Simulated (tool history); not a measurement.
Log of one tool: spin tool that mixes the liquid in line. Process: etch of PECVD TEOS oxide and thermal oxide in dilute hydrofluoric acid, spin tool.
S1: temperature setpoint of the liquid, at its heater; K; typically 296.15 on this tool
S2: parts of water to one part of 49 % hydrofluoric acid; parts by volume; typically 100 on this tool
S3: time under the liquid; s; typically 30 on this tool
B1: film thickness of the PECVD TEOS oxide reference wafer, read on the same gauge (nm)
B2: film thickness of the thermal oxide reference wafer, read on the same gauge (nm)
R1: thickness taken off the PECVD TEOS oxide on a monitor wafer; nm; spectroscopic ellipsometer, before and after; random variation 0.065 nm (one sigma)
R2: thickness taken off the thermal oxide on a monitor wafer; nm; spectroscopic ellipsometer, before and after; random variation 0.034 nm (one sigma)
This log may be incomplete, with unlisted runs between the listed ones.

run   hour      S1   S2  S3     B1      B2     R1     R2
  1      0  296.15  100  30  89.98  40.009   7.15  1.231
  2     28  296.15  100  50  89.99  39.993  11.61  2.108
  3   64.5  292.65   60  45  90.04  40.002  15.73  2.865
  4   77.8  296.15  120  30     90  39.982   5.71   1.02
     123.8  -- thermometer replaced
  5    127  294.65  100  45  90.01  39.985   9.62  1.694
  6  133.4  296.15  100  30  90.01  39.993   6.68  1.201
  7  147.3  296.15   65  30     90  40.001  10.68  1.943
  8  162.3  298.65   70  25  90.01  40.017   9.25  1.555
  9  169.3  293.15  125  20  90.02  40.016   3.08  0.538
 10  183.2  296.15  115  20  90.02  40.002   3.85   0.69
 11  192.5  298.65   70  25  89.99  39.999   9.09  1.621
 12  207.6  294.15  150  35  90.02  39.988   4.65  0.802
 13    224  296.15  100  30  89.99  40.001   6.58   1.18
       229  -- thermometer replaced, repeated, since the last time left the tool worse
 14  236.5  298.65   65  35  89.98  39.994  15.85  2.858
 15    265  296.15  100  30  90.02  40.004   7.67  1.331
 16  278.7  299.65  140  15  89.98  40.017   2.97  0.508
 17  293.7  296.15   50  30     90  40.014  16.01  2.763
 18  309.4  296.15  100  30  89.99  40.025   7.53  1.318
 19  321.7  296.15  100  30  90.01  39.995    7.7  1.292
 20  337.1  296.15  100  40  90.01  39.995  10.06   1.79
 21  351.3  296.15   85  35  90.02  40.002   10.6  1.873
 22  365.2  300.65  130  45  90.02  40.004   9.99  1.761
 23  374.1  294.65   60  15  89.99  39.993   6.09  1.063
 24  384.1  298.65   65  30  90.02  40.022  13.49  2.483
 25  394.2  296.15  100  40  90.01  39.972  10.07  1.802

Measured less the same run without the tool's hidden state. The same run-to-run variation is in both; the gauge's scatter may not be:
The tool's hidden condition here consists of: liquid colder than its thermometer reads (K); hydrofluoric acid flow below the setpoint (%); gauge reads high (%).
run     R1      R2
  1  -0.64  -0.109
  2  -1.05  -0.191
  3  -1.54   -0.28
  4  -0.52  -0.093
  5  -1.34  -0.235
  6  -0.91  -0.164
  7  -1.51  -0.275
  8  -1.27  -0.214
  9  -0.43  -0.076
 10  -0.53  -0.095
 11  -1.27  -0.226
 12  -0.64   -0.11
 13  -0.93  -0.166
 14  -0.11  -0.018
 15  -0.05   -0.01
 16  -0.02  -0.004
 17  -0.14  -0.024
 18  -0.07  -0.012
 19  -0.07  -0.013
 20   -0.1  -0.018
 21  -0.12   -0.02
 22  -0.11  -0.019
 23  -0.07  -0.013
 24  -0.16  -0.029
 25  -0.13  -0.022

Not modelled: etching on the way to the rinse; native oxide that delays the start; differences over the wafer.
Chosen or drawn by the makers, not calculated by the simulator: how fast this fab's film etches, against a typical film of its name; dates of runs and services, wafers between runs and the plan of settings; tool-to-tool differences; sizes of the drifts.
